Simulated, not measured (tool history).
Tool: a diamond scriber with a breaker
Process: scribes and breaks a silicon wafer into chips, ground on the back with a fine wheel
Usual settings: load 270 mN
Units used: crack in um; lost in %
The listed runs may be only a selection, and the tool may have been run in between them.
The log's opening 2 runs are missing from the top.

run	hour	load	incoming depth of the damage left on the back of the incoming wafer, um	crack	lost
3	98.2	308	1.94	7.61	4.85
4	166.5	308	2.02	7.57	4.83
5	211.5	308	2	7.72	4.53
# hour 242.2: diamond tip replaced by a new one
6	281.8	270	2.74	6.97	8.05
7	314.5	270	2.16	6.91	4.76
8	380.4	270	1.99	7.1	3.99
9	449.8	249	2.58	6.84	7.08
10	485.7	249	2.21	7.02	5.65
11	539.5	249	1.55	6.78	3.95
12	611.8	310	2.14	7.46	5.21
13	637.6	216	1.74	6.04	8.18
14	683	270	2.74	7.01	6.9
15	707.9	270	1.58	6.97	3.02
16	756.1	270	2.92	7.04	8.52
17	784.9	301	1.96	7.4	4.75
18	823.4	306	2.7	7.7	7.46

Run 19 has not been measured yet. What should we expect?
# hour 834: load on the tip recalibrated
19	855.4	292	2.44	?	?

crack: 7.41 um
lost: 5.49 %
If the tool had no hidden condition, the same run with the same run-to-run variation would have returned crack 7.41 um, lost 5.49 %.

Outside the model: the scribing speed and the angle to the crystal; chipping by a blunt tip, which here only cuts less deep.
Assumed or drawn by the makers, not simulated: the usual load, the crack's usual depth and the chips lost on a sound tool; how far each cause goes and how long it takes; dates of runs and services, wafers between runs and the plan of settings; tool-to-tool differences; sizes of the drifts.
